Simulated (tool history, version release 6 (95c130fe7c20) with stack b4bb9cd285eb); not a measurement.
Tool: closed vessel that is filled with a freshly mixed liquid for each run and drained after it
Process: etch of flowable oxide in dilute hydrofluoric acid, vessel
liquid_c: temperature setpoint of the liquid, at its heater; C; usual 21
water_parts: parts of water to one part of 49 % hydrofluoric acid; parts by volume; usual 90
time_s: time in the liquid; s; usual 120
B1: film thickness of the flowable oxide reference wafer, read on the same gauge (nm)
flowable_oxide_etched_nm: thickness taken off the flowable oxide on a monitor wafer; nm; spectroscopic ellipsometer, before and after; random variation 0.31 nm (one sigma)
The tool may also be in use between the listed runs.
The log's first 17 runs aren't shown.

{"run": 18, "day": 21.446, "liquid_c": 21, "water_parts": 90, "time_s": 150, "B1": 50.08, "flowable_oxide_etched_nm": 65.14}
{"run": 19, "day": 22.154, "liquid_c": 21, "water_parts": 115, "time_s": 120, "B1": 50.06, "flowable_oxide_etched_nm": 38.89}
{"run": 20, "day": 22.658, "liquid_c": 21, "water_parts": 105, "time_s": 80, "B1": 50.04, "flowable_oxide_etched_nm": 29.05}
{"run": 21, "day": 23.35, "liquid_c": 23, "water_parts": 65, "time_s": 120, "B1": 50.03, "flowable_oxide_etched_nm": 79.46}
{"run": 22, "day": 23.95, "liquid_c": 18.5, "water_parts": 90, "time_s": 120, "B1": 49.99, "flowable_oxide_etched_nm": 46.07}
{"run": 23, "day": 24.646, "liquid_c": 22.5, "water_parts": 100, "time_s": 175, "B1": 50, "flowable_oxide_etched_nm": 70.66}
{"run": 24, "day": 26.083, "liquid_c": 21, "water_parts": 90, "time_s": 140, "B1": 49.94, "flowable_oxide_etched_nm": 60.25}
{"run": 25, "day": 27.583, "liquid_c": 21, "water_parts": 90, "time_s": 65, "B1": 49.88, "flowable_oxide_etched_nm": 27.6}
{"run": 26, "day": 28.575, "liquid_c": 18.5, "water_parts": 90, "time_s": 60, "B1": 49.83, "flowable_oxide_etched_nm": 22.89}
{"run": 27, "day": 29.867, "liquid_c": 21, "water_parts": 70, "time_s": 170, "B1": 49.78, "flowable_oxide_etched_nm": 94.94}
{"run": 28, "day": 30.738, "liquid_c": 17, "water_parts": 130, "time_s": 145, "B1": 49.74, "flowable_oxide_etched_nm": 34.71}
{"run": 29, "day": 31.804, "liquid_c": 26, "water_parts": 120, "time_s": 100, "B1": 49.67, "flowable_oxide_etched_nm": 37.43}
{"run": 30, "day": 33.033, "liquid_c": 19.5, "water_parts": 90, "time_s": 140, "B1": 49.6, "flowable_oxide_etched_nm": 55.91}
{"run": 31, "day": 33.562, "liquid_c": 21, "water_parts": 90, "time_s": 120, "B1": 49.58, "flowable_oxide_etched_nm": 50.98}
{"run": 32, "day": 34.358, "liquid_c": 21, "water_parts": 90, "time_s": 120, "B1": 49.51, "flowable_oxide_etched_nm": 50.61}

Forecast each of these 4 alternatives for the next run:
{"run": "A", "day": 34.388, "liquid_c": 21, "water_parts": 90, "time_s": 120, "B1": "?", "flowable_oxide_etched_nm": "?"}
{"run": "B", "day": 34.388, "liquid_c": 21, "water_parts": 135, "time_s": 120, "B1": "?", "flowable_oxide_etched_nm": "?"}
{"run": "C", "day": 34.388, "liquid_c": 19.5, "water_parts": 90, "time_s": 95, "B1": "?", "flowable_oxide_etched_nm": "?"}
{"run": "D", "day": 34.388, "liquid_c": 24, "water_parts": 90, "time_s": 170, "B1": "?", "flowable_oxide_etched_nm": "?"}

run=A B1=49.51 flowable_oxide_etched_nm=50.97
run=B B1=49.51 flowable_oxide_etched_nm=32.31
run=C B1=49.51 flowable_oxide_etched_nm=37.93
run=D B1=49.51 flowable_oxide_etched_nm=81.52
Without the tool's hidden state the same runs would have given:
run=A flowable_oxide_etched_nm=51.46
run=B flowable_oxide_etched_nm=32.62
run=C flowable_oxide_etched_nm=38.29
run=D flowable_oxide_etched_nm=82.3
